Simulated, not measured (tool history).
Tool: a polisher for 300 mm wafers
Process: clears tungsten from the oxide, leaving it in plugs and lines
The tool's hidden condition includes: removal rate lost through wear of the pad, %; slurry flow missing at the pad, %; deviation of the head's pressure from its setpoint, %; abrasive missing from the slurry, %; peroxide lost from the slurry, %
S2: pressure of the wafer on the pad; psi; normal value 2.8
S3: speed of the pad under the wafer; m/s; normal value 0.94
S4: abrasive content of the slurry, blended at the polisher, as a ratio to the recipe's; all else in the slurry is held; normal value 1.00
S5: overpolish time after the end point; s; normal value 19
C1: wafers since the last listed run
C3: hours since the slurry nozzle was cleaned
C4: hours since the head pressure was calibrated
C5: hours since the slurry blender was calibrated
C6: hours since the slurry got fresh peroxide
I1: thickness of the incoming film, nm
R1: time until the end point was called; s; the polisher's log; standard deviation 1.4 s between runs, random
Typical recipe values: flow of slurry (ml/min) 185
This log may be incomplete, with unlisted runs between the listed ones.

Run 1, day 0.000: usual settings; C1 0; wafers polished on this pad 1588; C3 171.5; C4 834.6; C5 109.4; C6 63.8; I1 344.8. Result: R1 125.9 s.
Run 2, day 1.862: usual settings; C1 409; wafers polished on this pad 1998; C3 216.2; C4 879.3; C5 154.1; C6 108.5; I1 346.4. Result: R1 123.4 s.
Run 3, day 3.371: usual settings; C1 331; wafers polished on this pad 2329; C3 252.4; C4 915.5; C5 190.3; C6 144.7; I1 343.9. Result: R1 125.1 s.
Run 4, day 4.667: usual settings; C1 284; wafers polished on this pad 2614; C3 283.5; C4 946.6; C5 221.4; C6 175.8; I1 339.7. Result: R1 121.4 s.
At day 5.429: slurry nozzle cleaned.
Run 5, day 5.692: usual settings; C1 216; wafers polished on this pad 2830; C3 6.3; C4 971.2; C5 246.0; C6 200.4; I1 341.4. Result: R1 119.8 s.
At day 5.958: worn pad replaced by a new one.
Run 6, day 6.867: usual settings but flow of slurry (ml/min) 155, S4 1.20; C1 221; wafers polished on this pad 199; C3 34.5; C4 999.4; C5 274.2; C6 228.6; I1 348.4. Result: R1 120.5 s.
At day 7.342: slurry blender recalibrated.
Run 7, day 8.104: usual settings but flow of slurry (ml/min) 155, S4 1.20; C1 253; wafers polished on this pad 452; C3 64.2; C4 1029.1; C5 18.3; C6 258.3; I1 343.8. Result: R1 122.0 s.
At day 8.896: slurry tank refilled with fresh slurry and peroxide.
Run 8, day 16.571: usual settings but S4 1.20; C1 1851; wafers polished on this pad 2304; C3 267.4; C4 1232.3; C5 221.5; C6 184.2; I1 350.2. Result: R1 121.0 s.
At day 17.029: worn pad replaced by a new one.
At day 17.942: slurry blender recalibrated.
At day 17.950: head pressure recalibrated.
At day 18.950: slurry nozzle cleaned.
Run 9, day 18.971: usual settings but S4 1.20; C1 462; wafers polished on this pad 397; C3 0.5; C4 24.5; C5 24.7; C6 241.8; I1 349.6. Result: R1 118.2 s.
At day 21.154: slurry tank refilled with fresh slurry and peroxide.
Run 10, day 21.588: usual settings but S4 1.20; C1 566; wafers polished on this pad 963; C3 63.3; C4 87.3; C5 87.5; C6 10.4; I1 342.8. Result: R1 118.4 s.
Run 11, day 23.804: usual settings; C1 487; wafers polished on this pad 1451; C3 116.5; C4 140.5; C5 140.7; C6 63.6; I1 345.8. Result: R1 120.8 s.
Run 12, day 26.342: usual settings; C1 557; wafers polished on this pad 2008; C3 177.4; C4 201.4; C5 201.6; C6 124.5; I1 339.0. Result: R1 120.8 s.
Run 13, day 27.629: usual settings; C1 283; wafers polished on this pad 2291; C3 208.3; C4 232.3; C5 232.5; C6 155.4; I1 340.2. Result: R1 121.1 s.
Run 14, day 29.192: usual settings but S2 3.2 psi, S4 0.85; C1 343; wafers polished on this pad 2635; C3 245.8; C4 269.8; C5 270.0; C6 192.9; I1 340.9. Result: R1 117.3 s.
At day 30.092: worn pad replaced by a new one.
At day 30.671: slurry blender recalibrated.
At day 30.767: slurry nozzle cleaned.
Run 15, day 30.883: usual settings; C1 307; wafers polished on this pad 146; C3 2.8; C4 310.4; C5 5.1; C6 233.5; I1 340.6. Result: R1 122.9 s.
At day 31.358: slurry tank refilled with fresh slurry and peroxide.
Run 16, day 32.779: usual settings but flow of slurry (ml/min) 140, S2 3.3 psi, S4 0.75, S5 30 s; C1 407; wafers polished on this pad 554; C3 48.3; C4 355.9; C5 50.6; C6 34.1; I1 342.0. Result: R1 126.0 s.
Run 17, day 38.054: usual settings but S4 1.20; C1 1159; wafers polished on this pad 1713; C3 174.9; C4 482.5; C5 177.2; C6 160.7; I1 342.8. Result: R1 118.1 s.
Run 18, day 39.592: usual settings; C1 337; wafers polished on this pad 2051; C3 211.8; C4 519.4; C5 214.1; C6 197.6; I1 345.0. Result: R1 123.1 s.
Run 19, day 41.054: usual settings but S4 0.80; C1 321; wafers polished on this pad 2372; C3 246.9; C4 554.5; C5 249.2; C6 232.7; I1 340.5. Result: R1 128.8 s.
At day 41.717: slurry tank refilled with fresh slurry and peroxide.
Run 20, day 42.096: usual settings but S2 1.9 psi; C1 219; wafers polished on this pad 2592; C3 271.9; C4 579.5; C5 274.2; C6 9.1; I1 347.5. Result: R1 162.4 s.
At day 42.796: slurry blender recalibrated.
At day 42.958: worn pad replaced by a new one.
At day 43.521: slurry nozzle cleaned.
Run 21, day 44.483: usual settings but flow of slurry (ml/min) 130, S4 0.85, S5 11 s; C1 461; wafers polished on this pad 326; C3 23.1; C4 636.8; C5 40.5; C6 66.4; I1 346.0. Result: R1 137.8 s.
Run 22, day 46.700: usual settings but flow of slurry (ml/min) 210, S2 3.5 psi, S5 9 s; C1 487; wafers polished on this pad 813; C3 76.3; C4 690.0; C5 93.7; C6 119.6; I1 345.6. Result: R1 104.2 s.
Run 23, day 48.079: usual settings; C1 303; wafers polished on this pad 1116; C3 109.4; C4 723.1; C5 126.8; C6 152.7; I1 344.0. Result: R1 123.0 s.
Run 24, day 49.762: usual settings but flow of slurry (ml/min) 240, S2 3.7 psi, S3 0.66 m/s, S5 27 s; C1 370; wafers polished on this pad 1486; C3 149.8; C4 763.5; C5 167.2; C6 193.1; I1 348.5. Result: R1 139.3 s.
Run 25, day 51.458: usual settings but S3 0.84 m/s; C1 372; wafers polished on this pad 1859; C3 190.5; C4 804.2; C5 207.9; C6 233.8; I1 345.2. Result: R1 136.7 s.
At day 52.858: slurry tank refilled with fresh slurry and peroxide.
At day 52.933: slurry blender recalibrated.
At day 54.146: worn pad replaced by a new one.
Run 26, day 54.162: usual settings but S2 1.9 psi, S3 0.72 m/s, S4 0.75; C1 532; wafers polished on this pad 3; C3 255.4; C4 869.1; C5 29.5; C6 31.3; I1 342.5. Result: R1 223.4 s.

Forecast each of these 3 alternatives for the next run:
Run A, day 54.183: usual settings but S3 1.16 m/s; C1 4; wafers polished on this pad 7; C3 255.9; C4 869.6; C5 30.0; C6 31.8; I1 349.6. Result: R1 ?.
Run B, day 54.183: usual settings but S3 1.06 m/s; C1 4; wafers polished on this pad 7; C3 255.9; C4 869.6; C5 30.0; C6 31.8; I1 349.6. Result: R1 ?.
Run C, day 54.183: usual settings but flow of slurry (ml/min) 240; C1 4; wafers polished on this pad 7; C3 255.9; C4 869.6; C5 30.0; C6 31.8; I1 349.6. Result: R1 ?.

run     R1
  A  101.2
  B  110.8
  C  121.0
Without the tool's hidden state the same runs would have given:
run     R1
  A  101.2
  B  110.8
  C  121.0

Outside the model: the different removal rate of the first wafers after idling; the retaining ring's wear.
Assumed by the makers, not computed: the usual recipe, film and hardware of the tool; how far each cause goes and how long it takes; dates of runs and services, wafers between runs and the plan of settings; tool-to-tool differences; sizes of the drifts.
